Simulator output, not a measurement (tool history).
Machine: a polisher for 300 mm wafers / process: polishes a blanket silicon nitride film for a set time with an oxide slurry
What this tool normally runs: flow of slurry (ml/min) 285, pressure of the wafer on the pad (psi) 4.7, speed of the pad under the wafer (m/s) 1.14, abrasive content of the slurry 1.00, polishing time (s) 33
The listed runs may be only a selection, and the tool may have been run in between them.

| run | day | flow of slurry (ml/min) | pressure of the wafer on the pad (psi) | speed of the pad under the wafer (m/s) | abrasive content of the slurry | polishing time (s) | wafers since the last listed run | wafers polished on this pad | hours since the slurry nozzle was cleaned | hours since the head pressure was calibrated | hours since the slurry blender was calibrated | hours since the conditioning disc was replaced | incoming thickness of the incoming film, nm | film removed (nm) |
|---|---|---|---|---|---|---|---|---|---|---|---|---|---|---|
| 1 | 0.000 | 285 | 4.7 | 1.14 | 1.00 | 33 | 0 | 1606 | 246.4 | 274.7 | 174.5 | 267.1 | 364.8 | 28.6 |
| 2 | 2.708 | 355 | 4.7 | 1.14 | 1.00 | 33 | 1001 | 2608 | 311.4 | 339.7 | 239.5 | 332.1 | 363.1 | 28.2 |
| 3 | 3.833 | 355 | 4.7 | 1.14 | 1.00 | 33 | 416 | 3024 | 338.4 | 366.7 | 266.5 | 359.1 | 357.3 | 28.7 |
| 4 | 5.858 | 285 | 4.7 | 1.14 | 1.00 | 33 | 748 | 3773 | 387.0 | 415.3 | 315.1 | 407.7 | 353.3 | 27.3 |
|  | 6.467 | worn pad replaced by a new one |
|  | 9.304 | conditioning disc replaced and pad reconditioned |
|  | 10.888 | head pressure recalibrated |
|  | 10.954 | slurry blender recalibrated |
|  | 11.033 | slurry nozzle cleaned |
| 5 | 11.592 | 285 | 4.7 | 1.14 | 1.00 | 33 | 1956 | 1792 | 13.4 | 16.9 | 15.3 | 54.9 | 356.9 | 28.2 |
| 6 | 13.808 | 285 | 4.7 | 1.14 | 1.00 | 33 | 819 | 2612 | 66.6 | 70.1 | 68.5 | 108.1 | 362.8 | 27.4 |
| 7 | 15.154 | 285 | 4.7 | 1.14 | 1.00 | 33 | 497 | 3110 | 98.9 | 102.4 | 100.8 | 140.4 | 359.3 | 27.5 |
| 8 | 17.246 | 285 | 4.7 | 1.14 | 1.00 | 33 | 773 | 3883 | 149.1 | 152.6 | 151.0 | 190.6 | 362.7 | 27.8 |
|  | 17.988 | worn pad replaced by a new one |
| 9 | 19.471 | 285 | 4.7 | 1.14 | 1.00 | 33 | 761 | 548 | 202.5 | 206.0 | 204.4 | 244.0 | 361.5 | 27.0 |
| 10 | 20.729 | 285 | 4.7 | 1.14 | 1.00 | 33 | 465 | 1014 | 232.7 | 236.2 | 234.6 | 274.2 | 359.6 | 27.9 |
| 11 | 23.254 | 370 | 4.7 | 1.38 | 1.00 | 33 | 933 | 1948 | 293.3 | 296.8 | 295.2 | 334.8 | 366.2 | 33.1 |
| 12 | 24.279 | 285 | 4.7 | 1.14 | 0.75 | 33 | 379 | 2327 | 317.9 | 321.4 | 319.8 | 359.4 | 367.8 | 24.3 |
| 13 | 25.575 | 200 | 4.7 | 0.82 | 0.75 | 39 | 479 | 2806 | 349.0 | 352.5 | 350.9 | 390.5 | 360.8 | 21.4 |
|  | 26.758 | slurry blender recalibrated |
| 14 | 27.429 | 285 | 4.7 | 1.14 | 1.00 | 33 | 654 | 3461 | 393.5 | 397.0 | 16.1 | 435.0 | 359.0 | 27.4 |
|  | 28.858 | worn pad replaced by a new one |
| 15 | 29.133 | 235 | 5.6 | 1.34 | 1.00 | 37 | 568 | 101 | 434.4 | 437.9 | 57.0 | 475.9 | 353.9 | 39.7 |
|  | 30.233 | conditioning disc replaced and pad reconditioned |
| 16 | 30.267 | 285 | 5.1 | 1.14 | 1.00 | 33 | 388 | 489 | 461.6 | 465.1 | 84.2 | 0.8 | 360.9 | 29.5 |
| 17 | 31.908 | 285 | 4.7 | 1.14 | 0.85 | 25 | 607 | 1096 | 501.0 | 504.5 | 123.6 | 40.2 | 355.5 | 20.3 |
|  | 33.308 | slurry nozzle cleaned |
| 18 | 34.862 | 285 | 5.9 | 1.14 | 1.00 | 33 | 1077 | 2173 | 37.3 | 575.4 | 194.5 | 111.1 | 352.6 | 34.7 |
|  | 35.921 | head pressure recalibrated |
| 19 | 36.233 | 360 | 4.7 | 1.38 | 1.00 | 33 | 476 | 2650 | 70.2 | 7.5 | 227.4 | 144.0 | 359.0 | 32.3 |
| 20 | 38.938 | 285 | 3.6 | 1.14 | 1.25 | 33 | 1000 | 3650 | 135.1 | 72.4 | 292.3 | 208.9 | 363.0 | 24.7 |
|  | 39.504 | worn pad replaced by a new one |
| 21 | 41.708 | 285 | 4.7 | 1.14 | 1.00 | 33 | 963 | 815 | 201.6 | 138.9 | 358.8 | 275.4 | 360.2 | 27.1 |
|  | 43.279 | slurry blender recalibrated |
| 22 | 43.762 | 285 | 4.7 | 1.14 | 1.00 | 33 | 728 | 1544 | 250.9 | 188.2 | 11.6 | 324.7 | 365.2 | 28.7 |
| 23 | 46.067 | 285 | 4.7 | 1.14 | 1.00 | 33 | 852 | 2396 | 306.2 | 243.5 | 66.9 | 380.0 | 364.9 | 27.6 |
| 24 | 47.112 | 285 | 4.7 | 0.96 | 1.00 | 33 | 386 | 2782 | 331.3 | 268.6 | 92.0 | 405.1 | 358.9 | 24.4 |

5 options for the next run, each taken on its own from the tool as it stands now. Forecast them:
| A | 47.129 | 285 | 4.7 | 1.14 | 1.00 | 39 | 6 | 2789 | 331.7 | 269.0 | 92.4 | 405.5 | 360.8 | ? |
| B | 47.129 | 285 | 4.7 | 1.26 | 1.00 | 33 | 6 | 2789 | 331.7 | 269.0 | 92.4 | 405.5 | 360.8 | ? |
| C | 47.129 | 285 | 5.7 | 1.32 | 0.70 | 33 | 6 | 2789 | 331.7 | 269.0 | 92.4 | 405.5 | 360.8 | ? |
| D | 47.129 | 285 | 5.9 | 1.14 | 0.90 | 33 | 6 | 2789 | 331.7 | 269.0 | 92.4 | 405.5 | 360.8 | ? |
| E | 47.129 | 285 | 5.5 | 1.14 | 1.20 | 33 | 6 | 2789 | 331.7 | 269.0 | 92.4 | 405.5 | 360.8 | ? |

| run | film removed (nm) |
|---|---|
| A | 33.0 |
| B | 30.3 |
| C | 31.7 |
| D | 32.3 |
| E | 34.2 |
Take away the tool's hidden state, keep each run's random variation, and the runs would have read:
| run | film removed (nm) |
|---|---|
| A | 33.0 |
| B | 30.3 |
| C | 31.7 |
| D | 32.3 |
| E | 34.2 |

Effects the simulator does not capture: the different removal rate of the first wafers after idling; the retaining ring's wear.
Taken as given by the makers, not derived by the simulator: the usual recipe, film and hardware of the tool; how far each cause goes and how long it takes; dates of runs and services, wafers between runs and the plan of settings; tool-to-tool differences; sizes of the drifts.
